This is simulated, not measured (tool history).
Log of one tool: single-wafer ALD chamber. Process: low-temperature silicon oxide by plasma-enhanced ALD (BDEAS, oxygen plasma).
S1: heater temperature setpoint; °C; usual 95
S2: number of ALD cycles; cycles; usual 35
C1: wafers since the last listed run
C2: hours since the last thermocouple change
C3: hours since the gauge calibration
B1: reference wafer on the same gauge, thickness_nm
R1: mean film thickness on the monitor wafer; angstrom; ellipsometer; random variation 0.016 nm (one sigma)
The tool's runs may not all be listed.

{"run": 1, "hour": 0.0, "S1": 92, "S2": 35, "C1": 0, "C2": 1926.7, "C3": 553.7, "B1": 5.165, "R1": 50.74}
{"run": 2, "hour": 72.6, "S1": 95, "S2": 38, "C1": 518, "C2": 1999.3, "C3": 626.3, "B1": 5.154, "R1": 54.65}
{"run": 3, "hour": 195.6, "S1": 103, "S2": 33, "C1": 877, "C2": 2122.3, "C3": 749.3, "B1": 5.156, "R1": 46.24}
{"run": 4, "hour": 271.6, "S1": 95, "S2": 35, "C1": 542, "C2": 2198.3, "C3": 825.3, "B1": 5.157, "R1": 50.91}
{"run": 5, "hour": 317.1, "S1": 95, "S2": 35, "C1": 324, "C2": 2243.8, "C3": 870.8, "B1": 5.163, "R1": 50.25}
{"run": 6, "hour": 358.0, "S1": 95, "S2": 37, "C1": 291, "C2": 2284.7, "C3": 911.7, "B1": 5.162, "R1": 53.54}
{"run": 7, "hour": 447.1, "S1": 95, "S2": 37, "C1": 635, "C2": 2373.8, "C3": 1000.8, "B1": 5.168, "R1": 53.47}
{"run": 8, "hour": 526.9, "S1": 104, "S2": 35, "C1": 569, "C2": 2453.6, "C3": 1080.6, "B1": 5.162, "R1": 49.4}
{"run": 9, "hour": 599.9, "S1": 104, "S2": 35, "C1": 521, "C2": 2526.6, "C3": 1153.6, "B1": 5.159, "R1": 49.51}
{"hour": 613.3, "done": "thermocouple changed; heater temperature recalibrated"}
{"run": 10, "hour": 798.7, "S1": 91, "S2": 37, "C1": 1361, "C2": 185.4, "C3": 1352.4, "B1": 5.163, "R1": 53.09}
{"run": 11, "hour": 849.5, "S1": 89, "S2": 35, "C1": 362, "C2": 236.2, "C3": 1403.2, "B1": 5.166, "R1": 50.47}
{"run": 12, "hour": 951.8, "S1": 95, "S2": 35, "C1": 730, "C2": 338.5, "C3": 1505.5, "B1": 5.165, "R1": 49.35}
{"run": 13, "hour": 1001.9, "S1": 101, "S2": 35, "C1": 357, "C2": 388.6, "C3": 1555.6, "B1": 5.165, "R1": 48.88}
{"run": 14, "hour": 1096.8, "S1": 83, "S2": 35, "C1": 677, "C2": 483.5, "C3": 1650.5, "B1": 5.153, "R1": 51.66}
{"run": 15, "hour": 1200.5, "S1": 106, "S2": 41, "C1": 740, "C2": 587.2, "C3": 1754.2, "B1": 5.162, "R1": 56.65}
{"run": 16, "hour": 1258.4, "S1": 95, "S2": 39, "C1": 413, "C2": 645.1, "C3": 1812.1, "B1": 5.158, "R1": 55.41}
{"run": 17, "hour": 1340.0, "S1": 86, "S2": 31, "C1": 582, "C2": 726.7, "C3": 1893.7, "B1": 5.159, "R1": 45.3}
{"hour": 1348.0, "done": "gauge calibrated"}
{"run": 18, "hour": 1407.5, "S1": 106, "S2": 31, "C1": 481, "C2": 794.2, "C3": 59.5, "B1": 5.161, "R1": 42.94}
{"run": 19, "hour": 1474.1, "S1": 95, "S2": 29, "C1": 475, "C2": 860.8, "C3": 126.1, "B1": 5.157, "R1": 41.27}
{"run": 20, "hour": 1567.6, "S1": 95, "S2": 40, "C1": 667, "C2": 954.3, "C3": 219.6, "B1": 5.166, "R1": 57.02}
{"run": 21, "hour": 1619.2, "S1": 100, "S2": 41, "C1": 368, "C2": 1005.9, "C3": 271.2, "B1": 5.169, "R1": 57.52}
{"run": 22, "hour": 1705.6, "S1": 101, "S2": 35, "C1": 616, "C2": 1092.3, "C3": 357.6, "B1": 5.157, "R1": 48.98}
{"run": 23, "hour": 1766.6, "S1": 101, "S2": 35, "C1": 435, "C2": 1153.3, "C3": 418.6, "B1": 5.157, "R1": 48.86}
{"run": 24, "hour": 1868.1, "S1": 95, "S2": 40, "C1": 724, "C2": 1254.8, "C3": 520.1, "B1": 5.157, "R1": 56.91}
{"run": 25, "hour": 1947.7, "S1": 104, "S2": 42, "C1": 568, "C2": 1334.4, "C3": 599.7, "B1": 5.162, "R1": 58.48}

Hidden state or all else? Some run-to-run changes of R1, split into what the settings, what came in and random variation would give without the hidden state, and what is left for the hidden state (with any gauge scatter that isn't in both results):
The hidden state here: wafer temperature above the value expected at the setpoint (K); gauge reads high (%).
Run 3 -> 4: S1 103 -> 95, S2 33 -> 35. R1 +4.67 angstrom: hidden state +0.29, all else +4.38.
Run 9 -> 10: S1 104 -> 91, S2 35 -> 37, thermocouple changed; heater temperature recalibrated. R1 +3.58 angstrom: hidden state -0.99, all else +4.57.
Run 16 -> 17: S1 95 -> 86, S2 39 -> 31. R1 -10.11 angstrom: hidden state +0, all else -10.11.
Run 19 -> 20: S2 29 -> 40. R1 +15.75 angstrom: hidden state +0.06, all else +15.69.
